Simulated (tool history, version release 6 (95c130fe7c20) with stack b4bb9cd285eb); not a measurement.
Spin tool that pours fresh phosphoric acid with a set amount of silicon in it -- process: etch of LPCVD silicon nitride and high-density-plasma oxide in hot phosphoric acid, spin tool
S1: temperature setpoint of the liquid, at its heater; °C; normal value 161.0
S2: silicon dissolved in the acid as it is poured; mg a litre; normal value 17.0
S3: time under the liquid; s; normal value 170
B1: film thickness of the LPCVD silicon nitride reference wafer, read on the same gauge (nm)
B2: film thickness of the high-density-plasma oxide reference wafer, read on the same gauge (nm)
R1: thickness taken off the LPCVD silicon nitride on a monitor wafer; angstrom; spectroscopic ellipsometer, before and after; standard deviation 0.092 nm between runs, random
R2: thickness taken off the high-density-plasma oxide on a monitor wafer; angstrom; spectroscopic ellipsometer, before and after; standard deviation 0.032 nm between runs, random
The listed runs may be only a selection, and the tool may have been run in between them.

| run | day | S1 | S2 | S3 | B1 | B2 | R1 | R2 |
|---|---|---|---|---|---|---|---|---|
| 1 | 0.000 | 159.0 | 23.5 | 170 | 29.61 | 59.201 | 142.0 | 3.88 |
| 2 | 0.942 | 159.0 | 23.5 | 170 | 29.59 | 59.165 | 140.5 | 3.59 |
| 3 | 2.267 | 161.0 | 17.0 | 170 | 29.51 | 59.052 | 150.3 | 5.04 |
| 4 | 3.254 | 161.0 | 17.0 | 170 | 29.50 | 58.992 | 150.6 | 4.99 |
| 5 | 4.400 | 161.0 | 17.0 | 195 | 29.48 | 58.947 | 171.9 | 5.23 |
| 6 | 5.838 | 161.0 | 17.0 | 195 | 29.48 | 58.935 | 171.5 | 5.79 |
| 7 | 6.346 | 158.5 | 17.0 | 170 | 29.45 | 58.903 | 138.6 | 4.08 |
|  | 6.679 | heated supply line repaired |
| 8 | 7.792 | 161.0 | 27.0 | 215 | 29.44 | 58.898 | 187.1 | 4.79 |
|  | 8.212 | dissolved silicon flow meter replaced |
| 9 | 8.975 | 161.0 | 7.5 | 170 | 29.43 | 58.891 | 149.9 | 6.20 |
| 10 | 10.117 | 161.0 | 23.0 | 170 | 29.43 | 58.807 | 149.4 | 4.06 |
| 11 | 11.133 | 161.0 | 17.0 | 245 | 29.41 | 58.783 | 216.6 | 7.37 |
| 12 | 13.350 | 159.5 | 17.0 | 170 | 29.38 | 58.753 | 141.6 | 4.84 |
| 13 | 14.546 | 158.5 | 28.5 | 240 | 29.37 | 58.740 | 192.5 | 4.24 |
|  | 15.117 | gauge calibrated |
| 14 | 15.208 | 163.5 | 26.0 | 230 | 29.99 | 60.014 | 226.4 | 6.00 |
|  | 15.704 | thermometer replaced |
| 15 | 16.233 | 161.0 | 17.0 | 240 | 29.91 | 59.832 | 214.2 | 7.59 |
| 16 | 16.867 | 161.0 | 17.0 | 170 | 29.89 | 59.686 | 153.5 | 5.61 |
| 17 | 17.896 | 163.0 | 17.0 | 170 | 29.79 | 59.634 | 162.0 | 6.09 |
| 18 | 18.833 | 158.5 | 28.5 | 240 | 29.75 | 59.507 | 197.2 | 4.01 |
| 19 | 19.617 | 161.0 | 17.0 | 80 | 29.73 | 59.440 | 70.6 | 2.40 |
| 20 | 22.333 | 158.0 | 26.0 | 100 | 29.57 | 59.190 | 79.8 | 1.92 |

5 options for the next run, each taken on its own from the tool as it stands now. Forecast them:
| A | 22.354 | 161.0 | 17.0 | 170 | ? | ? | ? | ? |
| B | 22.354 | 163.5 | 24.0 | 220 | ? | ? | ? | ? |
| C | 22.354 | 161.0 | 17.0 | 210 | ? | ? | ? | ? |
| D | 22.354 | 163.5 | 17.0 | 250 | ? | ? | ? | ? |
| E | 22.354 | 160.0 | 22.5 | 115 | ? | ? | ? | ? |

| run | B1 | B2 | R1 | R2 |
|---|---|---|---|---|
| A | 29.61 | 59.173 | 149.9 | 5.28 |
| B | 29.61 | 59.173 | 210.8 | 6.70 |
| C | 29.61 | 59.173 | 185.1 | 6.52 |
| D | 29.61 | 59.173 | 239.5 | 9.33 |
| E | 29.61 | 59.173 | 98.0 | 2.84 |
With the hidden condition removed and each run's random variation left untouched, the same runs would have given:
| run | R1 | R2 |
|---|---|---|
| A | 151.9 | 5.35 |
| B | 213.7 | 6.79 |
| C | 187.7 | 6.61 |
| D | 242.8 | 9.45 |
| E | 99.4 | 2.88 |

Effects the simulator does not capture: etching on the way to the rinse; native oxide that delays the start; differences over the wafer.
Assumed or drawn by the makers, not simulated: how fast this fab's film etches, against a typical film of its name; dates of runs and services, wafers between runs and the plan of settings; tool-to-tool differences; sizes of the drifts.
